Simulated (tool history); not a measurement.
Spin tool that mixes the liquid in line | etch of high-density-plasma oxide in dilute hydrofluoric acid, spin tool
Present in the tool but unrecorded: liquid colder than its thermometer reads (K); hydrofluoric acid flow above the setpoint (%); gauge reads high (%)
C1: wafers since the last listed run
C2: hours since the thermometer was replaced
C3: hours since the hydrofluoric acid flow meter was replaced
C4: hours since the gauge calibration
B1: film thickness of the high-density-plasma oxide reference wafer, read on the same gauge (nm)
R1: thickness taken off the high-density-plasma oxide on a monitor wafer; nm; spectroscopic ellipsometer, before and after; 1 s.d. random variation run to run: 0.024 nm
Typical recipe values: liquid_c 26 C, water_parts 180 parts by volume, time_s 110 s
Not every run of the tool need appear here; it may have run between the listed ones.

Run 1, day 0: usual settings; C1 0; C2 1427.9; C3 15.1; C4 3185.3; B1 105.702. Result: R1 3.934 nm.
At day 0.067: thermometer replaced.
Run 2, day 1.888: usual settings but liquid_c 28.5 C, water_parts 225 parts by volume; C1 346; C2 43.7; C3 60.4; C4 3230.6; B1 105.67. Result: R1 3.277 nm.
Run 3, day 4.962: usual settings but liquid_c 28.5 C, water_parts 225 parts by volume; C1 577; C2 117.5; C3 134.2; C4 3304.4; B1 105.59. Result: R1 3.304 nm.
Run 4, day 9.167: usual settings but liquid_c 28.5 C, water_parts 225 parts by volume; C1 789; C2 218.4; C3 235.1; C4 3405.3; B1 105.467. Result: R1 3.303 nm.
Run 5, day 16.592: usual settings but time_s 70 s; C1 1394; C2 396.6; C3 413.3; C4 3583.5; B1 105.208. Result: R1 2.527 nm.
Run 6, day 20.288: usual settings but time_s 70 s; C1 694; C2 485.3; C3 502; C4 3672.2; B1 105.058. Result: R1 2.492 nm.
At day 20.408: gauge calibrated.
Run 7, day 23.517: usual settings but time_s 70 s; C1 606; C2 562.8; C3 579.5; C4 74.6; B1 110.498. Result: R1 2.615 nm.
Run 8, day 26.754: usual settings; C1 608; C2 640.5; C3 657.2; C4 152.3; B1 110.44. Result: R1 4.148 nm.
Run 9, day 29.604: usual settings; C1 535; C2 708.9; C3 725.6; C4 220.7; B1 110.349. Result: R1 4.174 nm.
Run 10, day 33.283: usual settings but liquid_c 28 C, water_parts 135 parts by volume, time_s 170 s; C1 691; C2 797.2; C3 813.9; C4 309; B1 110.219. Result: R1 9.613 nm.
Run 11, day 37.196: usual settings; C1 735; C2 891.1; C3 907.8; C4 402.9; B1 110.069. Result: R1 4.148 nm.
Run 12, day 41.567: usual settings but liquid_c 24 C, water_parts 270 parts by volume, time_s 90 s; C1 821; C2 996; C3 1012.7; C4 507.8; B1 109.948. Result: R1 1.883 nm.
Run 13, day 44.812: usual settings but liquid_c 29 C; C1 609; C2 1073.9; C3 1090.6; C4 585.7; B1 109.831. Result: R1 4.632 nm.
At day 46.588: hydrofluoric acid flow meter replaced.
Run 14, day 46.958: usual settings; C1 395; C2 1125.4; C3 8.9; C4 637.2; B1 109.769. Result: R1 4.167 nm.
Run 15, day 49.079: usual settings but time_s 70 s; C1 398; C2 1176.3; C3 59.8; C4 688.1; B1 109.692. Result: R1 2.614 nm.
Run 16, day 53.571: usual settings but water_parts 260 parts by volume; C1 843; C2 1284.1; C3 167.6; C4 795.9; B1 109.559. Result: R1 2.623 nm.
Run 17, day 56.05: usual settings; C1 465; C2 1343.6; C3 227.1; C4 855.4; B1 109.433. Result: R1 4.062 nm.
Run 18, day 57.854: usual settings but liquid_c 30.5 C, water_parts 145 parts by volume, time_s 150 s; C1 338; C2 1386.9; C3 270.4; C4 898.7; B1 109.429. Result: R1 8.513 nm.
Run 19, day 60.167: usual settings but time_s 55 s; C1 434; C2 1442.4; C3 325.9; C4 954.2; B1 109.359. Result: R1 2.029 nm.
Run 20, day 64.392: usual settings but water_parts 130 parts by volume, time_s 170 s; C1 793; C2 1543.8; C3 427.3; C4 1055.6; B1 109.231. Result: R1 9.339 nm.
At day 67.225: thermometer replaced.
Run 21, day 67.5: usual settings but time_s 165 s; C1 576; C2 6.6; C3 501.9; C4 1130.2; B1 109.143. Result: R1 6.189 nm.
Run 22, day 70.3: usual settings but liquid_c 28 C, time_s 130 s; C1 526; C2 73.8; C3 569.1; C4 1197.4; B1 109.019. Result: R1 5.198 nm.
Run 23, day 72.912: usual settings but liquid_c 30 C, water_parts 110 parts by volume, time_s 130 s; C1 490; C2 136.5; C3 631.8; C4 1260.1; B1 108.994. Result: R1 9.945 nm.
Run 24, day 75.608: usual settings but liquid_c 28 C, water_parts 130 parts by volume; C1 506; C2 201.2; C3 696.5; C4 1324.8; B1 108.879. Result: R1 6.521 nm.
Run 25, day 79.642: usual settings but water_parts 135 parts by volume, time_s 175 s; C1 757; C2 298; C3 793.3; C4 1421.6; B1 108.779. Result: R1 9.121 nm.
Run 26, day 82.279: usual settings but water_parts 255 parts by volume; C1 495; C2 361.3; C3 856.6; C4 1484.9; B1 108.667. Result: R1 2.632 nm.
Run 27, day 86.7: usual settings but water_parts 115 parts by volume, time_s 160 s; C1 830; C2 467.4; C3 962.7; C4 1591; B1 108.532. Result: R1 9.984 nm.
Run 28, day 91.088: usual settings but liquid_c 23.5 C, water_parts 240 parts by volume; C1 824; C2 572.7; C3 1068; C4 1696.3; B1 108.372. Result: R1 2.597 nm.
Run 29, day 94.033: usual settings; C1 553; C2 643.4; C3 1138.7; C4 1767; B1 108.3. Result: R1 4.081 nm.
Run 30, day 96.912: usual settings but time_s 150 s; C1 540; C2 712.5; C3 1207.8; C4 1836.1; B1 108.196. Result: R1 5.544 nm.
At day 99.3: hydrofluoric acid flow meter replaced.
Run 31, day 99.354: usual settings but time_s 140 s; C1 450; C2 771.1; C3 1.3; C4 1894.7; B1 108.114. Result: R1 5.157 nm.

A few steps of R1 between consecutive runs. Split each: what settings, incoming material and random variation would produce without the hidden state, and what is left over for the hidden state, along with gauge scatter present in only one of the two compared results (measured, and without hidden state):
Run 6 -> 7: gauge calibrated. R1 +0.123 nm: hidden state +0.129, all else -0.006.
Run 19 -> 20: water_parts 180 -> 130, time_s 55 -> 170. R1 +7.31 nm: hidden state -0.055, all else +7.365.
Run 26 -> 27: water_parts 255 -> 115, time_s 110 -> 160. R1 +7.352 nm: hidden state -0.105, all else +7.457.
Run 27 -> 28: liquid_c 26 -> 23.5, water_parts 115 -> 240, time_s 160 -> 110. R1 -7.387 nm: hidden state +0.098, all else -7.485.
